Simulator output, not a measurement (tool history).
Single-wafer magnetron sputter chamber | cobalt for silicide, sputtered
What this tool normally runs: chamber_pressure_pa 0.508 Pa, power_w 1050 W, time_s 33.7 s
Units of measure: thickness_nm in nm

| run | hour | chamber_pressure_pa | power_w | time_s | wafers since the last listed run | wafers on the sputter target | hours since the last manometer calibration | hours since the magnet pack was replaced | hours since the gauge calibration | read-back reference wafer on the same gauge, thickness_nm | thickness_nm |
|---|---|---|---|---|---|---|---|---|---|---|---|
| 1 | 0 | 0.558 | 1050 | 33.7 | 0 | 2936 | 1187.9 | 4817.1 | 122.8 | 18.666 | 17.86 |
| 2 | 57.5 | 0.508 | 1050 | 33.7 | 988 | 3924 | 1245.4 | 4874.6 | 180.3 | 18.685 | 18.158 |
| 3 | 164.2 | 0.508 | 1050 | 33.7 | 1834 | 5758 | 1352.1 | 4981.3 | 287 | 18.705 | 17.975 |
| 4 | 252.7 | 0.508 | 1050 | 33.7 | 1521 | 7280 | 1440.6 | 5069.8 | 375.5 | 18.725 | 17.824 |
|  | 304.8 | sputter target and shields replaced |
| 5 | 306.5 | 0.552 | 1050 | 33.7 | 787 | 29 | 1494.4 | 5123.6 | 429.3 | 18.715 | 18.313 |
|  | 348.1 | magnet pack replaced |
| 6 | 348.6 | 0.508 | 1050 | 33.7 | 586 | 615 | 1536.5 | 0.5 | 471.4 | 18.701 | 18.526 |
| 7 | 393.6 | 0.508 | 1050 | 33.7 | 773 | 1389 | 1581.5 | 45.5 | 516.4 | 18.678 | 18.34 |
| 8 | 479.1 | 0.508 | 1050 | 27.3 | 1469 | 2858 | 1667 | 131 | 601.9 | 18.671 | 14.743 |
| 9 | 557.6 | 0.586 | 1300 | 33.7 | 1349 | 4208 | 1745.5 | 209.5 | 680.4 | 18.686 | 21.586 |
|  | 577 | capacitance manometer re-zeroed and calibrated |
| 10 | 604.8 | 0.445 | 800 | 40 | 673 | 4882 | 27.8 | 256.7 | 727.6 | 18.709 | 16.7 |
| 11 | 668.4 | 0.615 | 850 | 29 | 1093 | 5975 | 91.4 | 320.3 | 791.2 | 18.734 | 11.999 |
|  | 681.4 | gauge calibrated |
| 12 | 718.1 | 0.586 | 1300 | 33.7 | 854 | 6829 | 141.1 | 370 | 36.7 | 18.706 | 21.568 |
|  | 788.2 | sputter target and shields replaced |
| 13 | 822 | 0.508 | 1050 | 36.2 | 1648 | 580 | 245 | 473.9 | 140.6 | 18.7 | 19.857 |
| 14 | 864.5 | 0.327 | 1300 | 27.6 | 730 | 1310 | 287.5 | 516.4 | 183.1 | 18.722 | 19.883 |
| 15 | 925 | 0.582 | 1300 | 35.5 | 1040 | 2350 | 348 | 576.9 | 243.6 | 18.68 | 23.057 |

What was the tool's hidden state at every run in the log?
true argon pressure above the setpoint (%): 0 at every run
gauge reads high (%): 0 at every run
H1: deposition rate above that of a new target (%)
| run | H1 |
|---|---|
| 1 | -3.35 |
| 2 | -3.79 |
| 3 | -4.28 |
| 4 | -4.49 |
| 5 | -0.327 |
| 6 | -1.37 |
| 7 | -2.21 |
| 8 | -3.25 |
| 9 | -3.8 |
| 10 | -4.02 |
| 11 | -4.23 |
| 12 | -4.34 |
| 13 | -1.14 |
| 14 | -1.99 |
| 15 | -2.85 |
